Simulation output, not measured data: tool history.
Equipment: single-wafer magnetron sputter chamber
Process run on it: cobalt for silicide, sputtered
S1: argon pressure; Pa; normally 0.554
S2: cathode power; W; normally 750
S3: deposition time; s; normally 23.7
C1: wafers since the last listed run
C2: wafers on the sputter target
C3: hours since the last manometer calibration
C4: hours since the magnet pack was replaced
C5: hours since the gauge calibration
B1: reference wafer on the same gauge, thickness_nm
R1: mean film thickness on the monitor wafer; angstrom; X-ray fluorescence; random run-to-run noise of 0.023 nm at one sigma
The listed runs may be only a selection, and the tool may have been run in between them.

Run 1, hour 0.0: usual settings but S1 0.485 Pa; C1 0; C2 6252; C3 1946.5; C4 3885.9; C5 440.2; B1 7.748. Result: R1 83.29 angstrom.
Run 2, hour 68.7: usual settings but S1 0.485 Pa; C1 1099; C2 7351; C3 2015.2; C4 3954.6; C5 508.9; B1 7.745. Result: R1 83.29 angstrom.
Run 3, hour 119.1: usual settings but S1 0.485 Pa; C1 806; C2 8158; C3 2065.6; C4 4005.0; C5 559.3; B1 7.746. Result: R1 83.13 angstrom.
Run 4, hour 157.5: usual settings but S2 800 W; C1 614; C2 8772; C3 2104.0; C4 4043.4; C5 597.7; B1 7.751. Result: R1 83.98 angstrom.
At hour 168.5: sputter target and shields replaced.
Run 5, hour 182.6: usual settings but S2 800 W; C1 273; C2 225; C3 2129.1; C4 4068.5; C5 622.8; B1 7.753. Result: R1 84.62 angstrom.
Run 6, hour 244.1: usual settings but S2 800 W; C1 984; C2 1209; C3 2190.6; C4 4130.0; C5 684.3; B1 7.749. Result: R1 84.07 angstrom.
Run 7, hour 296.8: usual settings; C1 843; C2 2053; C3 2243.3; C4 4182.7; C5 737.0; B1 7.751. Result: R1 80.90 angstrom.
Run 8, hour 365.5: usual settings but S1 0.385 Pa, S3 25.7 s; C1 1099; C2 3152; C3 2312.0; C4 4251.4; C5 805.7; B1 7.750. Result: R1 94.07 angstrom.
Run 9, hour 437.3: usual settings but S1 0.385 Pa, S3 25.7 s; C1 1149; C2 4302; C3 2383.8; C4 4323.2; C5 877.5; B1 7.751. Result: R1 93.67 angstrom.
Run 10, hour 488.9: usual settings but S1 0.385 Pa, S3 25.7 s; C1 825; C2 5128; C3 2435.4; C4 4374.8; C5 929.1; B1 7.752. Result: R1 94.00 angstrom.
Run 11, hour 549.2: usual settings; C1 965; C2 6093; C3 2495.7; C4 4435.1; C5 989.4; B1 7.747. Result: R1 80.33 angstrom.
Run 12, hour 618.7: usual settings but S1 0.636 Pa, S2 650 W, S3 26.8 s; C1 1112; C2 7205; C3 2565.2; C4 4504.6; C5 1058.9; B1 7.750. Result: R1 80.38 angstrom.
At hour 666.5: sputter target and shields replaced.
Run 13, hour 728.7: usual settings but S1 0.404 Pa; C1 1632; C2 995; C3 2675.2; C4 4614.6; C5 1168.9; B1 7.752. Result: R1 85.51 angstrom.
Run 14, hour 766.9: usual settings but S2 650 W; C1 611; C2 1606; C3 2713.4; C4 4652.8; C5 1207.1; B1 7.750. Result: R1 73.08 angstrom.
At hour 793.3: capacitance manometer re-zeroed and calibrated.
Run 15, hour 819.3: usual settings; C1 710; C2 2317; C3 26.0; C4 4705.2; C5 1259.5; B1 7.746. Result: R1 81.62 angstrom.
Run 16, hour 864.5: usual settings but S1 0.393 Pa, S2 650 W, S3 21.5 s; C1 723; C2 3040; C3 71.2; C4 4750.4; C5 1304.7; B1 7.750. Result: R1 72.40 angstrom.
Run 17, hour 905.3: usual settings but S3 27.9 s; C1 653; C2 3693; C3 112.0; C4 4791.2; C5 1345.5; B1 7.748. Result: R1 96.13 angstrom.
At hour 946.2: magnet pack replaced.
Run 18, hour 968.3: usual settings but S1 0.682 Pa; C1 880; C2 4573; C3 175.0; C4 22.1; C5 1408.5; B1 7.752. Result: R1 77.58 angstrom.
At hour 1045.1: gauge calibrated.
At hour 1149.3: sputter target and shields replaced.
Run 19, hour 1154.2: usual settings but S1 0.739 Pa, S2 550 W, S3 22.3 s; C1 2847; C2 78; C3 360.9; C4 208.0; C5 109.1; B1 7.749. Result: R1 59.84 angstrom.
Run 20, hour 1208.2: usual settings; C1 864; C2 943; C3 414.9; C4 262.0; C5 163.1; B1 7.752. Result: R1 81.55 angstrom.
Run 21, hour 1263.3: usual settings; C1 881; C2 1825; C3 470.0; C4 317.1; C5 218.2; B1 7.748. Result: R1 80.98 angstrom.
Run 22, hour 1331.9: usual settings but S1 0.376 Pa, S2 550 W, S3 22.3 s; C1 1097; C2 2923; C3 538.6; C4 385.7; C5 286.8; B1 7.746. Result: R1 69.20 angstrom.
Run 23, hour 1389.3: usual settings but S2 900 W, S3 21.6 s; C1 918; C2 3841; C3 596.0; C4 443.1; C5 344.2; B1 7.751. Result: R1 83.26 angstrom.

Below are 5 alternative next runs, each starting from the tool's condition after run 23. Predict each:
Run A, hour 1389.7: usual settings but S3 19.3 s; C1 6; C2 3848; C3 596.4; C4 443.5; C5 344.6; B1 ?. Result: R1 ?.
Run B, hour 1389.7: usual settings but S2 700 W; C1 6; C2 3848; C3 596.4; C4 443.5; C5 344.6; B1 ?. Result: R1 ?.
Run C, hour 1389.7: usual settings but S1 0.687 Pa, S2 850 W, S3 21.1 s; C1 6; C2 3848; C3 596.4; C4 443.5; C5 344.6; B1 ?. Result: R1 ?.
Run D, hour 1389.7: usual settings but S1 0.726 Pa, S2 550 W, S3 21.2 s; C1 6; C2 3848; C3 596.4; C4 443.5; C5 344.6; B1 ?. Result: R1 ?.
Run E, hour 1389.7: usual settings but S1 0.467 Pa; C1 6; C2 3848; C3 596.4; C4 443.5; C5 344.6; B1 ?. Result: R1 ?.

run     B1     R1
  A  7.748  66.28
  B  7.748  78.07
  C  7.748  74.30
  D  7.748  56.88
  E  7.748  84.32
The same runs, with their run-to-run variation unchanged, on a tool lacking any hidden condition would have given:
run     R1
  A  66.78
  B  78.66
  C  75.02
  D  57.47
  E  84.84

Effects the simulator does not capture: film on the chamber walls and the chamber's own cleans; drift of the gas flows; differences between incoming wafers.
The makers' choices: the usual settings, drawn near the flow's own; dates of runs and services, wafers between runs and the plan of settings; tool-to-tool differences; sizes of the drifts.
